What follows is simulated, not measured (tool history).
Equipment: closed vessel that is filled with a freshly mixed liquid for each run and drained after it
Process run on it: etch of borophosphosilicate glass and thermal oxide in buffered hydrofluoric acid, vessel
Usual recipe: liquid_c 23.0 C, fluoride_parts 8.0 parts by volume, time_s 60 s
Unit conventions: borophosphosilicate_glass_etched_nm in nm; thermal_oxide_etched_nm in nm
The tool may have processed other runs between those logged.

| run | day | liquid_c | fluoride_parts | time_s | wafers since the last listed run | hours since the thermometer was replaced | hours since the hydrofluoric acid flow meter was replaced | hours since the gauge calibration | read-back film thickness of the borophosphosilicate glass reference wafer, read on the same gauge (nm) | read-back film thickness of the thermal oxide reference wafer, read on the same gauge (nm) | borophosphosilicate_glass_etched_nm | thermal_oxide_etched_nm |
|---|---|---|---|---|---|---|---|---|---|---|---|---|
| 1 | 0.000 | 23.0 | 8.0 | 60 | 0 | 587.6 | 665.6 | 1508.7 | 70.02 | 120.00 | 165.89 | 86.14 |
| 2 | 6.646 | 23.0 | 8.0 | 60 | 21857 | 747.1 | 825.1 | 1668.2 | 70.00 | 120.02 | 169.28 | 86.59 |
| 3 | 14.246 | 23.0 | 8.0 | 60 | 24996 | 929.5 | 1007.5 | 1850.6 | 70.02 | 120.02 | 167.81 | 87.46 |
| 4 | 16.404 | 23.0 | 8.0 | 60 | 7098 | 981.3 | 1059.3 | 1902.4 | 70.00 | 120.00 | 167.87 | 87.09 |
| 5 | 20.125 | 23.0 | 8.0 | 60 | 12237 | 1070.6 | 1148.6 | 1991.7 | 69.98 | 119.99 | 165.45 | 88.88 |
| 6 | 27.992 | 23.0 | 8.0 | 60 | 25873 | 1259.4 | 1337.4 | 2180.5 | 69.99 | 120.00 | 169.50 | 90.32 |
| 7 | 30.100 | 23.0 | 8.0 | 60 | 6934 | 1310.0 | 1388.0 | 2231.1 | 70.01 | 119.99 | 172.35 | 90.64 |
| 8 | 33.696 | 23.0 | 8.0 | 60 | 11826 | 1396.3 | 1474.3 | 2317.4 | 70.00 | 120.01 | 171.46 | 90.36 |
| 9 | 36.954 | 23.0 | 8.0 | 75 | 10716 | 1474.5 | 1552.5 | 2395.6 | 69.96 | 120.00 | 218.93 | 113.64 |
| 10 | 41.017 | 23.0 | 8.0 | 60 | 13361 | 1572.0 | 1650.0 | 2493.1 | 70.00 | 119.98 | 173.43 | 92.26 |
| 11 | 43.100 | 23.0 | 8.0 | 60 | 6851 | 1622.0 | 1700.0 | 2543.1 | 70.01 | 119.99 | 172.60 | 91.08 |
| 12 | 47.442 | 23.0 | 8.0 | 60 | 14279 | 1726.2 | 1804.2 | 2647.3 | 69.97 | 119.98 | 173.05 | 91.44 |
|  | 48.662 | thermometer replaced |
|  | 50.342 | gauge calibrated |
| 13 | 51.750 | 23.0 | 8.0 | 85 | 14032 | 74.1 | 1907.6 | 33.8 | 70.03 | 120.04 | 246.64 | 129.75 |
| 14 | 53.371 | 23.0 | 9.5 | 75 | 5330 | 113.0 | 1946.5 | 72.7 | 70.04 | 119.99 | 184.88 | 96.54 |
| 15 | 57.004 | 18.5 | 8.0 | 60 | 11949 | 200.2 | 2033.7 | 159.9 | 69.99 | 120.02 | 139.86 | 70.88 |
|  | 57.167 | hydrofluoric acid flow meter replaced |
| 16 | 58.808 | 25.5 | 7.0 | 90 | 5796 | 243.5 | 39.4 | 203.2 | 69.98 | 120.00 | 316.00 | 164.68 |
| 17 | 62.200 | 23.0 | 9.0 | 90 | 11155 | 324.9 | 120.8 | 284.6 | 70.01 | 120.00 | 209.09 | 109.28 |
| 18 | 63.954 | 25.5 | 10.0 | 35 | 5769 | 367.0 | 162.9 | 326.7 | 70.01 | 120.00 | 86.34 | 45.03 |
| 19 | 67.725 | 23.0 | 8.0 | 60 | 12402 | 457.5 | 253.4 | 417.2 | 69.98 | 120.03 | 161.13 | 84.03 |
| 20 | 71.850 | 23.0 | 6.5 | 85 | 13566 | 556.5 | 352.4 | 516.2 | 69.99 | 119.97 | 278.88 | 146.30 |
| 21 | 74.708 | 20.5 | 8.0 | 60 | 9400 | 625.1 | 421.0 | 584.8 | 70.03 | 120.00 | 139.71 | 73.42 |
| 22 | 76.692 | 23.0 | 8.0 | 60 | 6523 | 672.7 | 468.6 | 632.4 | 69.99 | 120.01 | 158.19 | 84.41 |
| 23 | 78.242 | 23.0 | 8.0 | 60 | 5097 | 709.9 | 505.8 | 669.6 | 69.99 | 120.01 | 162.40 | 84.30 |
| 24 | 79.758 | 23.0 | 8.0 | 45 | 4988 | 746.3 | 542.2 | 706.0 | 69.98 | 120.02 | 121.13 | 63.55 |
| 25 | 90.667 | 26.5 | 5.5 | 80 | 35877 | 1008.1 | 804.0 | 967.8 | 69.97 | 119.98 | 374.33 | 194.85 |

Across each entry between runs, compare the hidden state at the last listed run before it with the hidden state at the first listed run after it:
In the gap between runs 12 and 13: thermometer replaced (day 48.662); gauge calibrated (day 50.342)
  hydrofluoric acid flow above the setpoint (%): 11.5 -> 12
  the result without the hidden state subtracted from the measured one, borophosphosilicate_glass_etched_nm: +19.48 -> +28.86 nm; thermal_oxide_etched_nm: +10.17 -> +15.01 nm
In the gap between runs 15 and 16: hydrofluoric acid flow meter replaced (day 57.167)
  hydrofluoric acid flow above the setpoint (%): 12.7 -> 1.26
  the result without the hidden state subtracted from the measured one, borophosphosilicate_glass_etched_nm: +17.14 -> +3.47 nm; thermal_oxide_etched_nm: +8.57 -> +1.78 nm
